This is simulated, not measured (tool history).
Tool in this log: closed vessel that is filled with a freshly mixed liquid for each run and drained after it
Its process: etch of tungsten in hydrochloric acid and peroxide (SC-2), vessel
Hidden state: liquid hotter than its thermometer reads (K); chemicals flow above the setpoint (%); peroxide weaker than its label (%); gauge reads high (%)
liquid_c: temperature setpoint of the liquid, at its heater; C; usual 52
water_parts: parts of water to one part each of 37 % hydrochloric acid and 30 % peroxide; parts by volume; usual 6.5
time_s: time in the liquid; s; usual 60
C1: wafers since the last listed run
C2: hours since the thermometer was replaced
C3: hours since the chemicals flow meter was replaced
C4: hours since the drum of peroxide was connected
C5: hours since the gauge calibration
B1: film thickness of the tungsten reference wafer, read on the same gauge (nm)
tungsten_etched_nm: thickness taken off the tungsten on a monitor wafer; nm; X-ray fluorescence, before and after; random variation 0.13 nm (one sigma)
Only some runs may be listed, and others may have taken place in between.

run 1 hour=0 | liquid_c=52 water_parts=8.5 time_s=60 | C1=0 C2=1906.9 C3=1490.3 C4=1404 C5=111.1 | B1=70.01 | tungsten_etched_nm=34.11
run 2 hour=25.6 | liquid_c=52 water_parts=8.5 time_s=60 | C1=2176 C2=1932.5 C3=1515.9 C4=1429.6 C5=136.7 | B1=70 | tungsten_etched_nm=34.06
run 3 hour=42.1 | liquid_c=52 water_parts=6.5 time_s=60 | C1=1402 C2=1949 C3=1532.4 C4=1446.1 C5=153.2 | B1=70 | tungsten_etched_nm=42.11
run 4 hour=49.5 | liquid_c=52 water_parts=5 time_s=40 | C1=629 C2=1956.4 C3=1539.8 C4=1453.5 C5=160.6 | B1=69.99 | tungsten_etched_nm=34.16
run 5 hour=63.1 | liquid_c=52 water_parts=5 time_s=60 | C1=1156 C2=1970 C3=1553.4 C4=1467.1 C5=174.2 | B1=70.02 | tungsten_etched_nm=51.29
run 6 hour=78.3 | liquid_c=52 water_parts=5 time_s=60 | C1=1292 C2=1985.2 C3=1568.6 C4=1482.3 C5=189.4 | B1=70 | tungsten_etched_nm=51.09
-- hour=80.8 gauge calibrated
run 7 hour=85.1 | liquid_c=52 water_parts=5 time_s=60 | C1=578 C2=1992 C3=1575.4 C4=1489.1 C5=4.3 | B1=70.01 | tungsten_etched_nm=51.36
run 8 hour=99.5 | liquid_c=52 water_parts=6.5 time_s=60 | C1=1224 C2=2006.4 C3=1589.8 C4=1503.5 C5=18.7 | B1=69.99 | tungsten_etched_nm=42.33
run 9 hour=109.2 | liquid_c=59.5 water_parts=4 time_s=95 | C1=824 C2=2016.1 C3=1599.5 C4=1513.2 C5=28.4 | B1=69.97 | tungsten_etched_nm=152.32
run 10 hour=123.1 | liquid_c=52 water_parts=8.5 time_s=60 | C1=1181 C2=2030 C3=1613.4 C4=1527.1 C5=42.3 | B1=69.98 | tungsten_etched_nm=34.52
run 11 hour=138.4 | liquid_c=55.5 water_parts=8 time_s=35 | C1=1300 C2=2045.3 C3=1628.7 C4=1542.4 C5=57.6 | B1=70.01 | tungsten_etched_nm=26.38
-- hour=146.6 thermometer replaced
-- hour=149.6 chemicals flow meter replaced
-- hour=152.9 new drum of peroxide connected
run 12 hour=155.5 | liquid_c=52 water_parts=8.5 time_s=60 | C1=1198 C2=8.9 C3=5.9 C4=2.6 C5=74.7 | B1=70 | tungsten_etched_nm=29.86
run 13 hour=169.3 | liquid_c=52 water_parts=6.5 time_s=50 | C1=1173 C2=22.7 C3=19.7 C4=16.4 C5=88.5 | B1=70 | tungsten_etched_nm=30.91
run 14 hour=186.2 | liquid_c=52 water_parts=5.5 time_s=35 | C1=1436 C2=39.6 C3=36.6 C4=33.3 C5=105.4 | B1=70.01 | tungsten_etched_nm=24.46
run 15 hour=203.1 | liquid_c=49.5 water_parts=8 time_s=90 | C1=1436 C2=56.5 C3=53.5 C4=50.2 C5=122.3 | B1=70.01 | tungsten_etched_nm=40.06
run 16 hour=217.6 | liquid_c=54.5 water_parts=4 time_s=60 | C1=1232 C2=71 C3=68 C4=64.7 C5=136.8 | B1=70 | tungsten_etched_nm=61.38

Below are 3 alternative next runs, each starting from the tool's condition after run 16. Predict each:
run A hour=218.3 | liquid_c=52 water_parts=9.5 time_s=60 | C1=59 C2=71.7 C3=68.7 C4=65.4 C5=137.5 | B1=? | tungsten_etched_nm=?
run B hour=218.3 | liquid_c=52 water_parts=5.5 time_s=60 | C1=59 C2=71.7 C3=68.7 C4=65.4 C5=137.5 | B1=? | tungsten_etched_nm=?
run C hour=218.3 | liquid_c=56.5 water_parts=5.5 time_s=50 | C1=59 C2=71.7 C3=68.7 C4=65.4 C5=137.5 | B1=? | tungsten_etched_nm=?

run=A B1=69.98 tungsten_etched_nm=27.47
run=B B1=69.98 tungsten_etched_nm=42.12
run=C B1=69.98 tungsten_etched_nm=46.97
What these runs would have given with no unlogged condition in the tool:
run=A tungsten_etched_nm=26.36
run=B tungsten_etched_nm=40.41
run=C tungsten_etched_nm=45.11
